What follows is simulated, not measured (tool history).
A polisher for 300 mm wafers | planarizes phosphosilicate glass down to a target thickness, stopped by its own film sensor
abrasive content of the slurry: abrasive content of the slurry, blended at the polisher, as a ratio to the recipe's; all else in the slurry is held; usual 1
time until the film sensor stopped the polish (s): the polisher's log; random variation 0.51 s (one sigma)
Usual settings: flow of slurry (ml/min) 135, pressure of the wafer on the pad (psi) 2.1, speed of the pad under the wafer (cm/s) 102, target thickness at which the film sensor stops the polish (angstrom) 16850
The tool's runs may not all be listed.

| run | hour | flow of slurry (ml/min) | pressure of the wafer on the pad (psi) | speed of the pad under the wafer (cm/s) | abrasive content of the slurry | target thickness at which the film sensor stops the polish (angstrom) | wafers since the last listed run | wafers polished on this pad | hours since the slurry nozzle was cleaned | hours since the head pressure was calibrated | hours since the slurry blender was calibrated | hours since the conditioning disc was replaced | incoming thickness of the incoming film, nm | time until the film sensor stopped the polish (s) |
|---|---|---|---|---|---|---|---|---|---|---|---|---|---|---|
| 1 | 0 | 155 | 2.1 | 102 | 1 | 16850 | 0 | 619 | 341.1 | 848.9 | 119.2 | 258.4 | 2137.6 | 67.4 |
| 2 | 14.8 | 155 | 2.1 | 102 | 1 | 16850 | 135 | 754 | 355.9 | 863.7 | 134 | 273.2 | 2084.7 | 59.2 |
|  | 36.5 | slurry blender recalibrated |
| 3 | 45.6 | 155 | 2.1 | 102 | 1 | 16850 | 263 | 1018 | 386.7 | 894.5 | 9.1 | 304 | 2066.2 | 56.6 |
| 4 | 68.5 | 135 | 2.1 | 102 | 1 | 17880 | 209 | 1227 | 409.6 | 917.4 | 32 | 326.9 | 2074.1 | 44.5 |
|  | 91.7 | worn pad replaced by a new one |
| 5 | 94.5 | 135 | 2.1 | 102 | 1 | 17880 | 201 | 25 | 435.6 | 943.4 | 58 | 352.9 | 2073 | 44.5 |
| 6 | 107.4 | 135 | 2.1 | 102 | 1 | 17880 | 118 | 143 | 448.5 | 956.3 | 70.9 | 365.8 | 2084.7 | 47.2 |
| 7 | 134.4 | 135 | 2.1 | 102 | 1 | 16850 | 247 | 391 | 475.5 | 983.3 | 97.9 | 392.8 | 2090.4 | 63.8 |
| 8 | 158.2 | 135 | 2.1 | 102 | 1 | 16850 | 217 | 608 | 499.3 | 1007.1 | 121.7 | 416.6 | 2094 | 65.5 |
|  | 191.8 | conditioning disc replaced and pad reconditioned |
| 9 | 192.3 | 135 | 2.1 | 102 | 1 | 16850 | 293 | 902 | 533.4 | 1041.2 | 155.8 | 0.5 | 2105.4 | 64.1 |
|  | 199.2 | head pressure recalibrated |
| 10 | 204.8 | 175 | 2.1 | 102 | 1.15 | 16850 | 96 | 998 | 545.9 | 5.6 | 168.3 | 13 | 2134.3 | 61 |
|  | 225.8 | slurry blender recalibrated |
|  | 244.6 | worn pad replaced by a new one |
| 11 | 266.7 | 135 | 2.1 | 102 | 1 | 16850 | 511 | 202 | 607.8 | 67.5 | 40.9 | 74.9 | 2094.7 | 63.3 |
| 12 | 289.1 | 95 | 2.1 | 102 | 0.8 | 16850 | 205 | 407 | 630.2 | 89.9 | 63.3 | 97.3 | 2114.5 | 81.5 |
| 13 | 322.3 | 90 | 2.1 | 112 | 0.8 | 16850 | 303 | 711 | 663.4 | 123.1 | 96.5 | 130.5 | 2084.9 | 72.8 |
| 14 | 352.2 | 135 | 2.6 | 102 | 1.15 | 16850 | 273 | 985 | 693.3 | 153 | 126.4 | 160.4 | 2136.7 | 57.6 |
| 15 | 370.8 | 95 | 2.1 | 102 | 0.85 | 16850 | 170 | 1155 | 711.9 | 171.6 | 145 | 179 | 2122.8 | 82.9 |
|  | 383.3 | worn pad replaced by a new one |
| 16 | 402.6 | 135 | 2.1 | 102 | 1 | 16850 | 254 | 177 | 743.7 | 203.4 | 176.8 | 210.8 | 2087.8 | 64.8 |
|  | 421.3 | slurry blender recalibrated |
| 17 | 434 | 135 | 1.6 | 90 | 1 | 16850 | 269 | 446 | 775.1 | 234.8 | 12.7 | 242.2 | 2116.4 | 96.6 |
|  | 448.8 | slurry nozzle cleaned |
| 18 | 462 | 135 | 2.1 | 102 | 1 | 16850 | 247 | 693 | 13.2 | 262.8 | 40.7 | 270.2 | 2116.8 | 64.2 |
| 19 | 474.1 | 160 | 2.1 | 102 | 0.75 | 16850 | 110 | 803 | 25.3 | 274.9 | 52.8 | 282.3 | 2134.9 | 69.4 |
| 20 | 500.9 | 135 | 2.1 | 102 | 0.8 | 16850 | 245 | 1049 | 52.1 | 301.7 | 79.6 | 309.1 | 2087.5 | 64.1 |
| 21 | 524 | 120 | 2.6 | 102 | 1 | 16850 | 211 | 1260 | 75.2 | 324.8 | 102.7 | 332.2 | 2100.6 | 53.1 |
|  | 540.2 | worn pad replaced by a new one |
| 22 | 555.9 | 180 | 1.5 | 90 | 0.75 | 16850 | 255 | 143 | 107.1 | 356.7 | 134.6 | 364.1 | 2114 | 95.5 |
|  | 581.4 | slurry blender recalibrated |
| 23 | 640.1 | 135 | 2.1 | 102 | 1 | 16850 | 752 | 895 | 191.3 | 440.9 | 58.7 | 448.3 | 2101.3 | 64.5 |
|  | 647.1 | conditioning disc replaced and pad reconditioned |
| 24 | 669.5 | 135 | 1.8 | 102 | 1 | 15700 | 250 | 1146 | 220.7 | 470.3 | 88.1 | 22.4 | 2081.7 | 86.3 |

5 ways to go on from here, each from the tool as it stands after run 24. What would each give?
| A | 669.9 | 135 | 2.1 | 70 | 1 | 16850 | 3 | 1150 | 221.1 | 470.7 | 88.5 | 22.8 | 2065.9 | ? |
| B | 669.9 | 175 | 2.3 | 102 | 1.1 | 17830 | 3 | 1150 | 221.1 | 470.7 | 88.5 | 22.8 | 2065.9 | ? |
| C | 669.9 | 135 | 2.1 | 86 | 1 | 18180 | 3 | 1150 | 221.1 | 470.7 | 88.5 | 22.8 | 2065.9 | ? |
| D | 669.9 | 155 | 2.1 | 116 | 1 | 16850 | 3 | 1150 | 221.1 | 470.7 | 88.5 | 22.8 | 2065.9 | ? |
| E | 669.9 | 95 | 2.1 | 126 | 1 | 16850 | 3 | 1150 | 221.1 | 470.7 | 88.5 | 22.8 | 2065.9 | ? |

| run | time until the film sensor stopped the polish (s) |
|---|---|
| A | 75.3 |
| B | 35.4 |
| C | 41.7 |
| D | 49.1 |
| E | 52.7 |
Without the tool's hidden state the same runs would have given:
| run | time until the film sensor stopped the polish (s) |
|---|---|
| A | 72 |
| B | 33.9 |
| C | 39.7 |
| D | 46.8 |
| E | 49.2 |

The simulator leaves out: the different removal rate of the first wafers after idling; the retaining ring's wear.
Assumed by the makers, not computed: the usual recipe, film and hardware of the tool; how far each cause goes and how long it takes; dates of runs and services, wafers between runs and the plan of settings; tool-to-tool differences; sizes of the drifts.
